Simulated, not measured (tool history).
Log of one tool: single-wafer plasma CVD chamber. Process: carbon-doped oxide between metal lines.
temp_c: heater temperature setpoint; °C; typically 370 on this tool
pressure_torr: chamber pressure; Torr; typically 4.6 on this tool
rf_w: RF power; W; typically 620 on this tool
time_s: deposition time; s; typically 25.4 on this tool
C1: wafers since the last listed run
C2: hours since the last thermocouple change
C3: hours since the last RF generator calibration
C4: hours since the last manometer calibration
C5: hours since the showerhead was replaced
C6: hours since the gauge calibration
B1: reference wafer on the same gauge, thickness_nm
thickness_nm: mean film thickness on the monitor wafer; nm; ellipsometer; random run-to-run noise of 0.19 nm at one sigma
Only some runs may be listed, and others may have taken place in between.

{"run": 1, "hour": 0.0, "temp_c": 370, "pressure_torr": 4.6, "rf_w": 620, "time_s": 27.5, "C1": 0, "C2": 2302.3, "C3": 1633.4, "C4": 1620.3, "C5": 3023.4, "C6": 226.7, "B1": 148.965, "thickness_nm": 133.645}
{"run": 2, "hour": 10.5, "temp_c": 370, "pressure_torr": 4.6, "rf_w": 620, "time_s": 27.5, "C1": 280, "C2": 2312.8, "C3": 1643.9, "C4": 1630.8, "C5": 3033.9, "C6": 237.2, "B1": 149.003, "thickness_nm": 133.537}
{"hour": 18.6, "done": "gauge calibrated"}
{"run": 3, "hour": 21.0, "temp_c": 370, "pressure_torr": 4.6, "rf_w": 620, "time_s": 25.4, "C1": 280, "C2": 2323.3, "C3": 1654.4, "C4": 1641.3, "C5": 3044.4, "C6": 2.4, "B1": 149.074, "thickness_nm": 123.467}
{"run": 4, "hour": 34.5, "temp_c": 370, "pressure_torr": 4.6, "rf_w": 620, "time_s": 25.4, "C1": 361, "C2": 2336.8, "C3": 1667.9, "C4": 1654.8, "C5": 3057.9, "C6": 15.9, "B1": 149.02, "thickness_nm": 123.501}
{"run": 5, "hour": 44.5, "temp_c": 370, "pressure_torr": 4.6, "rf_w": 620, "time_s": 25.4, "C1": 267, "C2": 2346.8, "C3": 1677.9, "C4": 1664.8, "C5": 3067.9, "C6": 25.9, "B1": 149.015, "thickness_nm": 123.42}
{"run": 6, "hour": 62.8, "temp_c": 370, "pressure_torr": 3.93, "rf_w": 620, "time_s": 25.4, "C1": 489, "C2": 2365.1, "C3": 1696.2, "C4": 1683.1, "C5": 3086.2, "C6": 44.2, "B1": 149.005, "thickness_nm": 121.45}
{"run": 7, "hour": 75.8, "temp_c": 370, "pressure_torr": 3.93, "rf_w": 620, "time_s": 25.4, "C1": 347, "C2": 2378.1, "C3": 1709.2, "C4": 1696.1, "C5": 3099.2, "C6": 57.2, "B1": 148.975, "thickness_nm": 121.081}
{"run": 8, "hour": 84.2, "temp_c": 370, "pressure_torr": 3.79, "rf_w": 620, "time_s": 25.4, "C1": 224, "C2": 2386.5, "C3": 1717.6, "C4": 1704.5, "C5": 3107.6, "C6": 65.6, "B1": 149.108, "thickness_nm": 120.855}
{"run": 9, "hour": 98.3, "temp_c": 370, "pressure_torr": 3.79, "rf_w": 620, "time_s": 25.4, "C1": 377, "C2": 2400.6, "C3": 1731.7, "C4": 1718.6, "C5": 3121.7, "C6": 79.7, "B1": 148.993, "thickness_nm": 120.815}
{"run": 10, "hour": 108.9, "temp_c": 370, "pressure_torr": 3.79, "rf_w": 620, "time_s": 25.4, "C1": 283, "C2": 2411.2, "C3": 1742.3, "C4": 1729.2, "C5": 3132.3, "C6": 90.3, "B1": 149.005, "thickness_nm": 120.73}
{"run": 11, "hour": 117.8, "temp_c": 370, "pressure_torr": 4.6, "rf_w": 620, "time_s": 25.4, "C1": 238, "C2": 2420.1, "C3": 1751.2, "C4": 1738.1, "C5": 3141.2, "C6": 99.2, "B1": 149.01, "thickness_nm": 123.162}
{"run": 12, "hour": 128.1, "temp_c": 377, "pressure_torr": 4.94, "rf_w": 740, "time_s": 29.7, "C1": 275, "C2": 2430.4, "C3": 1761.5, "C4": 1748.4, "C5": 3151.5, "C6": 109.5, "B1": 148.972, "thickness_nm": 157.29}
{"hour": 145.9, "done": "showerhead replaced"}
{"run": 13, "hour": 146.4, "temp_c": 366, "pressure_torr": 4.6, "rf_w": 655, "time_s": 25.4, "C1": 275, "C2": 2448.7, "C3": 1779.8, "C4": 1766.7, "C5": 0.5, "C6": 127.8, "B1": 149.023, "thickness_nm": 128.642}
{"run": 14, "hour": 151.1, "temp_c": 360, "pressure_torr": 4.95, "rf_w": 515, "time_s": 30.3, "C1": 125, "C2": 2453.4, "C3": 1784.5, "C4": 1771.4, "C5": 5.2, "C6": 132.5, "B1": 149.02, "thickness_nm": 137.116}
{"run": 15, "hour": 168.6, "temp_c": 379, "pressure_torr": 4.6, "rf_w": 620, "time_s": 22.8, "C1": 468, "C2": 2470.9, "C3": 1802, "C4": 1788.9, "C5": 22.7, "C6": 150, "B1": 148.979, "thickness_nm": 108.489}
{"run": 16, "hour": 178.2, "temp_c": 370, "pressure_torr": 4.6, "rf_w": 620, "time_s": 25.4, "C1": 256, "C2": 2480.5, "C3": 1811.6, "C4": 1798.5, "C5": 32.3, "C6": 159.6, "B1": 148.926, "thickness_nm": 123.174}
{"hour": 194.2, "done": "capacitance manometer re-zeroed and calibrated"}
{"run": 17, "hour": 194.7, "temp_c": 370, "pressure_torr": 4.27, "rf_w": 740, "time_s": 25.4, "C1": 227, "C2": 2497, "C3": 1828.1, "C4": 0.5, "C5": 48.8, "C6": 176.1, "B1": 148.978, "thickness_nm": 135.165}
{"hour": 207.4, "done": "RF generator calibrated"}
{"run": 18, "hour": 207.9, "temp_c": 370, "pressure_torr": 5.36, "rf_w": 620, "time_s": 25.4, "C1": 139, "C2": 2510.2, "C3": 0.5, "C4": 13.7, "C5": 62, "C6": 189.3, "B1": 149.008, "thickness_nm": 132.047}
{"hour": 221.5, "done": "thermocouple changed; heater temperature recalibrated"}
{"run": 19, "hour": 222.0, "temp_c": 370, "pressure_torr": 4.6, "rf_w": 620, "time_s": 25.4, "C1": 163, "C2": 0.5, "C3": 14.6, "C4": 27.8, "C5": 76.1, "C6": 203.4, "B1": 149.066, "thickness_nm": 129.438}
{"run": 20, "hour": 231.2, "temp_c": 370, "pressure_torr": 4.6, "rf_w": 620, "time_s": 25.4, "C1": 246, "C2": 9.7, "C3": 23.8, "C4": 37, "C5": 85.3, "C6": 212.6, "B1": 148.951, "thickness_nm": 129.685}
{"run": 21, "hour": 239.9, "temp_c": 374, "pressure_torr": 4.6, "rf_w": 530, "time_s": 25.4, "C1": 232, "C2": 18.4, "C3": 32.5, "C4": 45.7, "C5": 94, "C6": 221.3, "B1": 148.958, "thickness_nm": 117.478}
{"run": 22, "hour": 256.8, "temp_c": 381, "pressure_torr": 3.6, "rf_w": 550, "time_s": 23.6, "C1": 452, "C2": 35.3, "C3": 49.4, "C4": 62.6, "C5": 110.9, "C6": 238.2, "B1": 149.045, "thickness_nm": 106.637}
{"hour": 265.9, "done": "gauge calibrated"}
{"run": 23, "hour": 272.7, "temp_c": 370, "pressure_torr": 4.27, "rf_w": 700, "time_s": 25.4, "C1": 425, "C2": 51.2, "C3": 65.3, "C4": 78.5, "C5": 126.8, "C6": 6.8, "B1": 148.959, "thickness_nm": 137.162}
{"run": 24, "hour": 287.0, "temp_c": 370, "pressure_torr": 4.6, "rf_w": 620, "time_s": 22.1, "C1": 382, "C2": 65.5, "C3": 79.6, "C4": 92.8, "C5": 141.1, "C6": 21.1, "B1": 149.068, "thickness_nm": 112.217}
{"run": 25, "hour": 304.7, "temp_c": 378, "pressure_torr": 4.96, "rf_w": 620, "time_s": 25.4, "C1": 473, "C2": 83.2, "C3": 97.3, "C4": 110.5, "C5": 158.8, "C6": 38.8, "B1": 149.031, "thickness_nm": 127.281}
{"run": 26, "hour": 319.8, "temp_c": 370, "pressure_torr": 4.6, "rf_w": 620, "time_s": 27.5, "C1": 404, "C2": 98.3, "C3": 112.4, "C4": 125.6, "C5": 173.9, "C6": 53.9, "B1": 148.992, "thickness_nm": 139.108}
{"run": 27, "hour": 327.5, "temp_c": 358, "pressure_torr": 4.6, "rf_w": 700, "time_s": 28.8, "C1": 206, "C2": 106, "C3": 120.1, "C4": 133.3, "C5": 181.6, "C6": 61.6, "B1": 149, "thickness_nm": 160.772}
{"run": 28, "hour": 339.4, "temp_c": 379, "pressure_torr": 3.76, "rf_w": 620, "time_s": 25.4, "C1": 318, "C2": 117.9, "C3": 132, "C4": 145.2, "C5": 193.5, "C6": 73.5, "B1": 149.104, "thickness_nm": 122.827}
{"run": 29, "hour": 352.4, "temp_c": 358, "pressure_torr": 5.42, "rf_w": 535, "time_s": 29.8, "C1": 347, "C2": 130.9, "C3": 145, "C4": 158.2, "C5": 206.5, "C6": 86.5, "B1": 149.061, "thickness_nm": 145.995}

3 options for the next run, each taken on its own from the tool as it stands now. Forecast them:
{"run": "A", "hour": 352.8, "temp_c": 370, "pressure_torr": 4.6, "rf_w": 620, "time_s": 25.4, "C1": 10, "C2": 131.3, "C3": 145.4, "C4": 158.6, "C5": 206.9, "C6": 86.9, "B1": "?", "thickness_nm": "?"}
{"run": "B", "hour": 352.8, "temp_c": 370, "pressure_torr": 4.05, "rf_w": 620, "time_s": 27.4, "C1": 10, "C2": 131.3, "C3": 145.4, "C4": 158.6, "C5": 206.9, "C6": 86.9, "B1": "?", "thickness_nm": "?"}
{"run": "C", "hour": 352.8, "temp_c": 377, "pressure_torr": 4.6, "rf_w": 620, "time_s": 25.4, "C1": 10, "C2": 131.3, "C3": 145.4, "C4": 158.6, "C5": 206.9, "C6": 86.9, "B1": "?", "thickness_nm": "?"}

run=A B1=149.01 thickness_nm=128.611
run=B B1=149.01 thickness_nm=136.651
run=C B1=149.01 thickness_nm=126.384
Stripped of hidden state, with their random variation kept, the same runs would have yielded:
run=A thickness_nm=130.089
run=B thickness_nm=138.221
run=C thickness_nm=127.836

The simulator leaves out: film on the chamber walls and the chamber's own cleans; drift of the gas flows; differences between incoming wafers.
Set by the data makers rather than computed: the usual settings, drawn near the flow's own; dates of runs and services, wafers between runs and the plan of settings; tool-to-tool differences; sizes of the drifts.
